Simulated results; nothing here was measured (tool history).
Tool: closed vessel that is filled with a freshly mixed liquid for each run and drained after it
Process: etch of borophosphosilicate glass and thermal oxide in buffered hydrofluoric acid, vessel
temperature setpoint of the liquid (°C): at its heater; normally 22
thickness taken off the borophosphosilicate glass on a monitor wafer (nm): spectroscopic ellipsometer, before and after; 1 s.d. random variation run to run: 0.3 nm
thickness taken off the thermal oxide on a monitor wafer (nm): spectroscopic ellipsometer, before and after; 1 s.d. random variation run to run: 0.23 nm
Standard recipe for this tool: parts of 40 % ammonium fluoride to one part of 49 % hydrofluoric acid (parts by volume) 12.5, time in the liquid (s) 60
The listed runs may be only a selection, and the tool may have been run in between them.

run     day  temperature setpoint of the liquid (°C)  parts of 40 % ammonium fluoride to one part of 49 % hydrofluoric acid (parts by volume)  time in the liquid (s)  read-back film thickness of the borophosphosilicate glass reference wafer, read on the same gauge (nm)  read-back film thickness of the thermal oxide reference wafer, read on the same gauge (nm)  thickness taken off the borophosphosilicate glass on a monitor wafer (nm)  thickness taken off the thermal oxide on a monitor wafer (nm)
  1       0                                       22                                                                                     12.5                      60                                                                                                  150.01                                                                                      140.01                                                                      71.74                                                          51.61
  2     2.9                                       22                                                                                     12.5                      60                                                                                                  150.01                                                                                      140.01                                                                      71.07                                                          51.75
  3   4.629                                       22                                                                                     12.5                      60                                                                                                  149.99                                                                                      139.99                                                                      70.93                                                          51.54
  4   6.167                                       22                                                                                     12.5                      60                                                                                                     150                                                                                      139.99                                                                      70.96                                                          51.69
  5   8.038                                       22                                                                                     12.5                      60                                                                                                  149.98                                                                                      139.99                                                                      70.77                                                          51.31
  6  10.846                                       22                                                                                     12.5                      60                                                                                                  150.03                                                                                      139.99                                                                      70.61                                                          51.24
  7  12.496                                     17.5                                                                                        9                      60                                                                                                  150.04                                                                                      139.99                                                                       74.8                                                          53.89
  8  15.167                                     19.5                                                                                        8                      80                                                                                                     150                                                                                      140.01                                                                     123.42                                                          89.39
  9  16.638                                       22                                                                                     12.5                      60                                                                                                  149.99                                                                                      139.99                                                                      70.94                                                          50.99
 10  18.946                                       22                                                                                      8.5                      60                                                                                                  150.04                                                                                         140                                                                       98.9                                                          71.99
      19.65  -- thermometer replaced
 11  20.917                                       19                                                                                      9.5                      85                                                                                                  149.98                                                                                      139.99                                                                     110.29                                                           79.9
 12  23.262                                     23.5                                                                                     12.5                      45                                                                                                  150.02                                                                                      139.97                                                                      57.07                                                          41.26
     25.079  -- hydrofluoric acid flow meter replaced
 13  25.425                                       20                                                                                      8.5                      60                                                                                                  149.96                                                                                      139.98                                                                      92.31                                                          67.12
 14  28.304                                       22                                                                                        9                      60                                                                                                  149.94                                                                                         140                                                                      97.34                                                           70.2
 15    30.3                                       18                                                                                      8.5                      80                                                                                                  150.01                                                                                      140.02                                                                     110.47                                                          79.73
 16  32.725                                       22                                                                                        9                      60                                                                                                     150                                                                                      139.99                                                                      97.02                                                          70.12
 17  33.925                                       22                                                                                        9                      60                                                                                                  149.97                                                                                      140.01                                                                       96.4                                                          70.04
 18  35.508                                     23.5                                                                                        9                      60                                                                                                  150.01                                                                                      139.98                                                                     104.85                                                          76.82
 19  37.904                                     17.5                                                                                       15                      30                                                                                                  149.99                                                                                      139.99                                                                      23.45                                                          16.98
 20  39.312                                     17.5                                                                                       15                      30                                                                                                  149.94                                                                                      139.99                                                                       23.5                                                          17.06
 21  44.642                                     17.5                                                                                     14.5                      80                                                                                                     150                                                                                         140                                                                      64.26                                                          46.63
 22  45.646                                     18.5                                                                                     12.5                      60                                                                                                  149.98                                                                                      139.99                                                                      59.13                                                          42.99
 23  47.188                                     17.5                                                                                     12.5                      70                                                                                                  149.96                                                                                      139.99                                                                      65.41                                                          47.34
 24  48.267                                       22                                                                                     12.5                      60                                                                                                  149.98                                                                                      139.98                                                                      71.36                                                          52.05

Alternative continuations, all from the tool just after run 24; predict every row:
  A  48.296                                       22                                                                                     12.5                      60                                                                                                       ?                                                                                           ?                                                                          ?                                                              ?
  B  48.296                                     26.5                                                                                      8.5                      30                                                                                                       ?                                                                                           ?                                                                          ?                                                              ?
  C  48.296                                       22                                                                                     12.5                      90                                                                                                       ?                                                                                           ?                                                                          ?                                                              ?
  D  48.296                                     25.5                                                                                     12.5                      60                                                                                                       ?                                                                                           ?                                                                          ?                                                              ?
  E  48.296                                       27                                                                                       10                      30                                                                                                       ?                                                                                           ?                                                                          ?                                                              ?

run  read-back film thickness of the borophosphosilicate glass reference wafer, read on the same gauge (nm)  read-back film thickness of the thermal oxide reference wafer, read on the same gauge (nm)  thickness taken off the borophosphosilicate glass on a monitor wafer (nm)  thickness taken off the thermal oxide on a monitor wafer (nm)
  A                                                                                                  149.99                                                                                      139.99                                                                      71.68                                                          51.64
  B                                                                                                  149.99                                                                                      139.99                                                                      64.54                                                          46.49
  C                                                                                                  149.99                                                                                      139.99                                                                     107.52                                                          77.46
  D                                                                                                  149.99                                                                                      139.99                                                                      86.62                                                          62.53
  E                                                                                                  149.99                                                                                      139.99                                                                       58.4                                                          42.13
Take away the tool's hidden state, keep each run's random variation, and the runs would have read:
run  thickness taken off the borophosphosilicate glass on a monitor wafer (nm)  thickness taken off the thermal oxide on a monitor wafer (nm)
  A                                                                       73.6                                                          53.02
  B                                                                      66.46                                                          47.86
  C                                                                      110.4                                                          79.52
  D                                                                      88.94                                                          64.19
  E                                                                      59.95                                                          43.25
